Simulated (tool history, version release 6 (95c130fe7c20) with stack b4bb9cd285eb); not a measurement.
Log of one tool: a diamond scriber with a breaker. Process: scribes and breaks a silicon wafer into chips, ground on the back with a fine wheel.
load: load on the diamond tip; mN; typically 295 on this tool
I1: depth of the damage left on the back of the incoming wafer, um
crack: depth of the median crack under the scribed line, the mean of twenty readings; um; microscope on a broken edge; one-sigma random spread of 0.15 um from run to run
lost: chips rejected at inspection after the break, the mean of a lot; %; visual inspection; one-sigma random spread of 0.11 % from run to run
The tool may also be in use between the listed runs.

{"run": 1, "hour": 0.0, "load": 295, "I1": 1.58, "crack": 10.09, "lost": 0.98}
{"run": 2, "hour": 29.6, "load": 362, "I1": 1.71, "crack": 11.32, "lost": 1.55}
{"run": 3, "hour": 92.2, "load": 362, "I1": 1.9, "crack": 11.36, "lost": 1.43}
{"run": 4, "hour": 138.5, "load": 362, "I1": 2.91, "crack": 11.27, "lost": 2.53}
{"run": 5, "hour": 181.2, "load": 295, "I1": 2.95, "crack": 10.23, "lost": 2.5}
{"run": 6, "hour": 231.6, "load": 271, "I1": 1.51, "crack": 9.78, "lost": 1.26}
{"run": 7, "hour": 332.6, "load": 271, "I1": 2.47, "crack": 9.69, "lost": 1.93}
{"run": 8, "hour": 396.3, "load": 271, "I1": 2.57, "crack": 9.71, "lost": 2.73}
{"hour": 451.2, "done": "diamond tip replaced by a new one"}
{"run": 9, "hour": 456.8, "load": 295, "I1": 1.6, "crack": 10.87, "lost": 1.11}
{"run": 10, "hour": 506.5, "load": 295, "I1": 2.69, "crack": 10.63, "lost": 2.31}
{"run": 11, "hour": 537.9, "load": 295, "I1": 1.8, "crack": 10.89, "lost": 1.25}
{"run": 12, "hour": 597.2, "load": 363, "I1": 2.04, "crack": 11.79, "lost": 2.75}
{"run": 13, "hour": 668.1, "load": 363, "I1": 1.53, "crack": 11.69, "lost": 2.19}
{"run": 14, "hour": 735.7, "load": 295, "I1": 2.14, "crack": 10.33, "lost": 1.21}
{"run": 15, "hour": 779.8, "load": 295, "I1": 2.23, "crack": 10.47, "lost": 1.5}
{"run": 16, "hour": 834.4, "load": 241, "I1": 1.79, "crack": 9.14, "lost": 1.77}
{"run": 17, "hour": 867.6, "load": 295, "I1": 2.02, "crack": 10.64, "lost": 1.22}
{"run": 18, "hour": 933.4, "load": 257, "I1": 2.19, "crack": 9.51, "lost": 1.8}
{"run": 19, "hour": 989.8, "load": 257, "I1": 1.6, "crack": 9.76, "lost": 1.29}
{"run": 20, "hour": 1042.6, "load": 257, "I1": 2.2, "crack": 9.85, "lost": 1.93}
{"run": 21, "hour": 1083.5, "load": 247, "I1": 2.5, "crack": 9.53, "lost": 2.62}
{"hour": 1109.0, "done": "diamond tip replaced by a new one"}
{"run": 22, "hour": 1150.2, "load": 272, "I1": 1.78, "crack": 10.65, "lost": 1.03}
{"run": 23, "hour": 1187.9, "load": 340, "I1": 1.76, "crack": 11.57, "lost": 2.24}
{"hour": 1191.4, "done": "load on the tip recalibrated"}
{"run": 24, "hour": 1292.5, "load": 226, "I1": 2.33, "crack": 8.96, "lost": 3.51}
{"run": 25, "hour": 1346.8, "load": 247, "I1": 2.51, "crack": 9.21, "lost": 2.96}
{"run": 26, "hour": 1411.6, "load": 327, "I1": 1.62, "crack": 10.74, "lost": 1.14}
{"run": 27, "hour": 1453.2, "load": 259, "I1": 2.23, "crack": 9.39, "lost": 2.02}
{"run": 28, "hour": 1489.7, "load": 295, "I1": 1.6, "crack": 10.07, "lost": 1.04}
{"run": 29, "hour": 1533.1, "load": 361, "I1": 2.92, "crack": 11.79, "lost": 2.66}
{"run": 30, "hour": 1559.2, "load": 260, "I1": 2.62, "crack": 9.51, "lost": 2.86}
{"run": 31, "hour": 1598.4, "load": 250, "I1": 2.17, "crack": 9.17, "lost": 2.31}
{"run": 32, "hour": 1627.2, "load": 295, "I1": 2.42, "crack": 10.23, "lost": 2.02}
{"run": 33, "hour": 1677.7, "load": 367, "I1": 1.73, "crack": 11.59, "lost": 1.76}
{"run": 34, "hour": 1710.6, "load": 261, "I1": 2.2, "crack": 9.67, "lost": 2.07}
{"run": 35, "hour": 1741.1, "load": 368, "I1": 1.92, "crack": 11.52, "lost": 1.95}
{"run": 36, "hour": 1806.9, "load": 210, "I1": 2.27, "crack": 8.79, "lost": 4.13}
{"run": 37, "hour": 1869.3, "load": 362, "I1": 2.08, "crack": 11.58, "lost": 1.91}
{"hour": 1876.4, "done": "diamond tip replaced by a new one"}
{"run": 38, "hour": 1919.4, "load": 216, "I1": 1.89, "crack": 9.09, "lost": 2.12}
{"run": 39, "hour": 1985.3, "load": 295, "I1": 2.39, "crack": 10.85, "lost": 1.73}
{"run": 40, "hour": 2018.0, "load": 266, "I1": 1.91, "crack": 9.97, "lost": 1.2}
{"run": 41, "hour": 2063.6, "load": 295, "I1": 2.59, "crack": 10.64, "lost": 1.89}
{"run": 42, "hour": 2103.4, "load": 239, "I1": 1.69, "crack": 9.61, "lost": 1.65}

Exercise: give the hidden state of the tool at every run:
H1: share of the diamond tip's cutting effectiveness lost through wear, %
H2: deviation of the load on the tip from its setpoint, %
run=1 H1=7.14 H2=5
run=2 H1=7.46 H2=5.64
run=3 H1=8 H2=6.87
run=4 H1=8.32 H2=7.69
run=5 H1=8.55 H2=8.37
run=6 H1=8.78 H2=9.11
run=7 H1=9.11 H2=10.4
run=8 H1=9.26 H2=11.1
run=9 H1=0.724 H2=11.6
run=10 H1=2.47 H2=12
run=11 H1=3.39 H2=12.3
run=12 H1=4.82 H2=12.7
run=13 H1=6.09 H2=13.1
run=14 H1=6.99 H2=13.5
run=15 H1=7.44 H2=13.7
run=16 H1=7.9 H2=13.9
run=17 H1=8.12 H2=14.1
run=18 H1=8.48 H2=14.3
run=19 H1=8.72 H2=14.5
run=20 H1=8.89 H2=14.6
run=21 H1=9 H2=14.7
run=22 H1=1.65 H2=14.9
run=23 H1=2.81 H2=14.9
run=24 H1=5.17 H2=3.6
run=25 H1=6.03 H2=4.94
run=26 H1=6.82 H2=6.37
run=27 H1=7.22 H2=7.19
run=28 H1=7.51 H2=7.85
run=29 H1=7.8 H2=8.58
run=30 H1=7.95 H2=8.99
run=31 H1=8.15 H2=9.56
run=32 H1=8.27 H2=9.95
run=33 H1=8.45 H2=10.6
run=34 H1=8.55 H2=11
run=35 H1=8.63 H2=11.3
run=36 H1=8.77 H2=11.9
run=37 H1=8.87 H2=12.5
run=38 H1=2.13 H2=12.9
run=39 H1=4.03 H2=13.3
run=40 H1=4.78 H2=13.5
run=41 H1=5.67 H2=13.8
run=42 H1=6.3 H2=14
